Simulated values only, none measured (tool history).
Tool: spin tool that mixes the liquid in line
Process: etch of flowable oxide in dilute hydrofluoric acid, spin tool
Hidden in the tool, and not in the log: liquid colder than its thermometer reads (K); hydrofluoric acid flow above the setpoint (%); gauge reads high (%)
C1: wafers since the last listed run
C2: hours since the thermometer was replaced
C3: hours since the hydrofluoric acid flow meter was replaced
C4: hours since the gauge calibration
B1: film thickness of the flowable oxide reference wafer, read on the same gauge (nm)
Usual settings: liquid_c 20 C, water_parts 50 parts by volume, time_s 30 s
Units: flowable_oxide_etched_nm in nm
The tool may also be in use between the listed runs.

run 1 hour=0 | liquid_c=20 water_parts=65 time_s=30 | C1=0 C2=1481 C3=619.3 C4=134.9 | B1=119.99 | flowable_oxide_etched_nm=26.34
run 2 hour=10.3 | liquid_c=20 water_parts=65 time_s=30 | C1=158 C2=1491.3 C3=629.6 C4=145.2 | B1=120.01 | flowable_oxide_etched_nm=26.27
run 3 hour=21.5 | liquid_c=20 water_parts=35 time_s=15 | C1=171 C2=1502.5 C3=640.8 C4=156.4 | B1=120.01 | flowable_oxide_etched_nm=25.48
run 4 hour=29.3 | liquid_c=20 water_parts=35 time_s=15 | C1=119 C2=1510.3 C3=648.6 C4=164.2 | B1=120.01 | flowable_oxide_etched_nm=25.46
run 5 hour=37.1 | liquid_c=20 water_parts=35 time_s=15 | C1=119 C2=1518.1 C3=656.4 C4=172 | B1=120.01 | flowable_oxide_etched_nm=25.24
run 6 hour=47.1 | liquid_c=20 water_parts=50 time_s=30 | C1=153 C2=1528.1 C3=666.4 C4=182 | B1=120.01 | flowable_oxide_etched_nm=34.6
run 7 hour=63.5 | liquid_c=20 water_parts=50 time_s=30 | C1=251 C2=1544.5 C3=682.8 C4=198.4 | B1=120.02 | flowable_oxide_etched_nm=35.1
run 8 hour=69.7 | liquid_c=20 water_parts=50 time_s=30 | C1=95 C2=1550.7 C3=689 C4=204.6 | B1=119.99 | flowable_oxide_etched_nm=35
run 9 hour=77.6 | liquid_c=22.5 water_parts=50 time_s=30 | C1=121 C2=1558.6 C3=696.9 C4=212.5 | B1=120.01 | flowable_oxide_etched_nm=38.67
run 10 hour=95.6 | liquid_c=20 water_parts=50 time_s=30 | C1=276 C2=1576.6 C3=714.9 C4=230.5 | B1=120.03 | flowable_oxide_etched_nm=35.27
run 11 hour=111.5 | liquid_c=20 water_parts=50 time_s=15 | C1=244 C2=1592.5 C3=730.8 C4=246.4 | B1=119.99 | flowable_oxide_etched_nm=17.75
run 12 hour=124.2 | liquid_c=20 water_parts=50 time_s=15 | C1=194 C2=1605.2 C3=743.5 C4=259.1 | B1=119.99 | flowable_oxide_etched_nm=17.76
run 13 hour=139.8 | liquid_c=23 water_parts=50 time_s=40 | C1=239 C2=1620.8 C3=759.1 C4=274.7 | B1=120 | flowable_oxide_etched_nm=53.43
run 14 hour=147.4 | liquid_c=17 water_parts=50 time_s=30 | C1=116 C2=1628.4 C3=766.7 C4=282.3 | B1=120.03 | flowable_oxide_etched_nm=31.33
run 15 hour=154.7 | liquid_c=20 water_parts=50 time_s=45 | C1=112 C2=1635.7 C3=774 C4=289.6 | B1=120.02 | flowable_oxide_etched_nm=53.01
run 16 hour=164.5 | liquid_c=23.5 water_parts=50 time_s=25 | C1=150 C2=1645.5 C3=783.8 C4=299.4 | B1=120.02 | flowable_oxide_etched_nm=34.47
run 17 hour=181.3 | liquid_c=20 water_parts=50 time_s=30 | C1=257 C2=1662.3 C3=800.6 C4=316.2 | B1=120.01 | flowable_oxide_etched_nm=35.8
-- hour=184.1 thermometer replaced
-- hour=185 hydrofluoric acid flow meter replaced
run 18 hour=196.8 | liquid_c=17.5 water_parts=40 time_s=30 | C1=209 C2=12.7 C3=11.8 C4=331.7 | B1=120.01 | flowable_oxide_etched_nm=36.71
-- hour=205.8 gauge calibrated
run 19 hour=236.5 | liquid_c=17 water_parts=60 time_s=30 | C1=609 C2=52.4 C3=51.5 C4=30.7 | B1=119.99 | flowable_oxide_etched_nm=23.28
run 20 hour=249 | liquid_c=20 water_parts=50 time_s=30 | C1=191 C2=64.9 C3=64 C4=43.2 | B1=119.98 | flowable_oxide_etched_nm=32.43
run 21 hour=260.9 | liquid_c=20 water_parts=50 time_s=30 | C1=182 C2=76.8 C3=75.9 C4=55.1 | B1=120.02 | flowable_oxide_etched_nm=32.77
run 22 hour=277.6 | liquid_c=17 water_parts=50 time_s=20 | C1=256 C2=93.5 C3=92.6 C4=71.8 | B1=119.99 | flowable_oxide_etched_nm=19.19
run 23 hour=291.2 | liquid_c=18.5 water_parts=50 time_s=35 | C1=208 C2=107.1 C3=106.2 C4=85.4 | B1=119.99 | flowable_oxide_etched_nm=35.71
run 24 hour=304.6 | liquid_c=22.5 water_parts=55 time_s=30 | C1=205 C2=120.5 C3=119.6 C4=98.8 | B1=120.02 | flowable_oxide_etched_nm=32.73

3 ways to go on from here, each from the tool as it stands after run 24. What would each give?
run A hour=305 | liquid_c=20 water_parts=50 time_s=25 | C1=6 C2=120.9 C3=120 C4=99.2 | B1=? | flowable_oxide_etched_nm=?
run B hour=305 | liquid_c=18 water_parts=50 time_s=30 | C1=6 C2=120.9 C3=120 C4=99.2 | B1=? | flowable_oxide_etched_nm=?
run C hour=305 | liquid_c=18.5 water_parts=70 time_s=30 | C1=6 C2=120.9 C3=120 C4=99.2 | B1=? | flowable_oxide_etched_nm=?

run=A B1=119.99 flowable_oxide_etched_nm=27.19
run=B B1=119.99 flowable_oxide_etched_nm=29.95
run=C B1=119.99 flowable_oxide_etched_nm=21.37
Without the tool's hidden state the same runs would have given:
run=A flowable_oxide_etched_nm=26.62
run=B flowable_oxide_etched_nm=29.33
run=C flowable_oxide_etched_nm=20.92
